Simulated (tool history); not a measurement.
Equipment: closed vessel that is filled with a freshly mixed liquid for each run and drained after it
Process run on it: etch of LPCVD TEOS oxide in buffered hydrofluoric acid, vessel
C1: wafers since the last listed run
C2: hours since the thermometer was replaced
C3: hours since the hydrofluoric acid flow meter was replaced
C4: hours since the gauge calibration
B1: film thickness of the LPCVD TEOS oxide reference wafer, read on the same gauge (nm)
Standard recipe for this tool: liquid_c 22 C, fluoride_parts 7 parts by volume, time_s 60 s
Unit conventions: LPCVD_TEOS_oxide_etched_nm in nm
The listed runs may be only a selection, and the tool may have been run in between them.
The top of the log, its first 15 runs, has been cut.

Run 16, hour 653.1: usual settings but liquid_c 18 C, fluoride_parts 5 parts by volume, time_s 40 s; C1 8363; C2 371.5; C3 104.1; C4 916; B1 39.96. Result: LPCVD_TEOS_oxide_etched_nm 153 nm.
Run 17, hour 703.8: usual settings; C1 7518; C2 422.2; C3 154.8; C4 966.7; B1 40.03. Result: LPCVD_TEOS_oxide_etched_nm 213.87 nm.
Run 18, hour 740.3: usual settings but liquid_c 20.5 C; C1 5412; C2 458.7; C3 191.3; C4 1003.2; B1 40.03. Result: LPCVD_TEOS_oxide_etched_nm 196.03 nm.
Run 19, hour 772.9: usual settings but liquid_c 19.5 C, fluoride_parts 5.5 parts by volume, time_s 35 s; C1 4834; C2 491.3; C3 223.9; C4 1035.8; B1 39.97. Result: LPCVD_TEOS_oxide_etched_nm 134.05 nm.
Run 20, hour 836.4: usual settings but fluoride_parts 8.5 parts by volume; C1 9416; C2 554.8; C3 287.4; C4 1099.3; B1 39.96. Result: LPCVD_TEOS_oxide_etched_nm 173 nm.
Run 21, hour 878.7: usual settings but liquid_c 18.5 C, fluoride_parts 5 parts by volume, time_s 40 s; C1 6272; C2 597.1; C3 329.7; C4 1141.6; B1 40.02. Result: LPCVD_TEOS_oxide_etched_nm 156.39 nm.
At hour 944.6: gauge calibrated.
Run 22, hour 945.8: usual settings but liquid_c 23.5 C, time_s 70 s; C1 9950; C2 664.2; C3 396.8; C4 1.2; B1 40.02. Result: LPCVD_TEOS_oxide_etched_nm 269.89 nm.
Run 23, hour 978.6: usual settings; C1 4863; C2 697; C3 429.6; C4 34; B1 40.04. Result: LPCVD_TEOS_oxide_etched_nm 211.54 nm.
Run 24, hour 1048.8: usual settings but fluoride_parts 9.5 parts by volume, time_s 40 s; C1 10409; C2 767.2; C3 499.8; C4 104.2; B1 40. Result: LPCVD_TEOS_oxide_etched_nm 103.91 nm.
Run 25, hour 1073: usual settings but liquid_c 26 C, time_s 40 s; C1 3588; C2 791.4; C3 524; C4 128.4; B1 40. Result: LPCVD_TEOS_oxide_etched_nm 175.8 nm.
Run 26, hour 1102.6: usual settings; C1 4389; C2 821; C3 553.6; C4 158; B1 40.03. Result: LPCVD_TEOS_oxide_etched_nm 214.58 nm.
Run 27, hour 1147.8: usual settings but liquid_c 26.5 C, fluoride_parts 6 parts by volume, time_s 85 s; C1 6702; C2 866.2; C3 598.8; C4 203.2; B1 39.99. Result: LPCVD_TEOS_oxide_etched_nm 441.68 nm.
Run 28, hour 1189: usual settings; C1 6109; C2 907.4; C3 640; C4 244.4; B1 39.98. Result: LPCVD_TEOS_oxide_etched_nm 210.87 nm.
Run 29, hour 1225.2: usual settings; C1 5367; C2 943.6; C3 676.2; C4 280.6; B1 40.03. Result: LPCVD_TEOS_oxide_etched_nm 213.06 nm.
Run 30, hour 1262.8: usual settings but liquid_c 24 C, fluoride_parts 8.5 parts by volume; C1 5575; C2 981.2; C3 713.8; C4 318.2; B1 40. Result: LPCVD_TEOS_oxide_etched_nm 193.33 nm.
Run 31, hour 1419: usual settings; C1 23162; C2 1137.4; C3 870; C4 474.4; B1 40.01. Result: LPCVD_TEOS_oxide_etched_nm 213.2 nm.
Run 32, hour 1454.3: usual settings but fluoride_parts 5 parts by volume, time_s 50 s; C1 5234; C2 1172.7; C3 905.3; C4 509.7; B1 40.02. Result: LPCVD_TEOS_oxide_etched_nm 237.36 nm.
Run 33, hour 1498.9: usual settings; C1 6613; C2 1217.3; C3 949.9; C4 554.3; B1 40.06. Result: LPCVD_TEOS_oxide_etched_nm 212.1 nm.
Run 34, hour 1532.3: usual settings; C1 4952; C2 1250.7; C3 983.3; C4 587.7; B1 39.95. Result: LPCVD_TEOS_oxide_etched_nm 212.03 nm.

Consider 3 possible next runs. They are alternatives, not a sequence: every one starts from the tool as it was left by run 34. What does each give?
Run A, hour 1533: usual settings; C1 103; C2 1251.4; C3 984; C4 588.4; B1 ?. Result: LPCVD_TEOS_oxide_etched_nm ?.
Run B, hour 1533: usual settings but liquid_c 18.5 C, time_s 70 s; C1 103; C2 1251.4; C3 984; C4 588.4; B1 ?. Result: LPCVD_TEOS_oxide_etched_nm ?.
Run C, hour 1533: usual settings but liquid_c 19.5 C, time_s 85 s; C1 103; C2 1251.4; C3 984; C4 588.4; B1 ?. Result: LPCVD_TEOS_oxide_etched_nm ?.

run     B1  LPCVD_TEOS_oxide_etched_nm
  A  40.01                      212.38
  B  40.01                       203.8
  C  40.01                       261.8
Stripped of hidden state, with their random variation kept, the same runs would have yielded:
run  LPCVD_TEOS_oxide_etched_nm
  A                      212.38
  B                       203.8
  C                       261.8
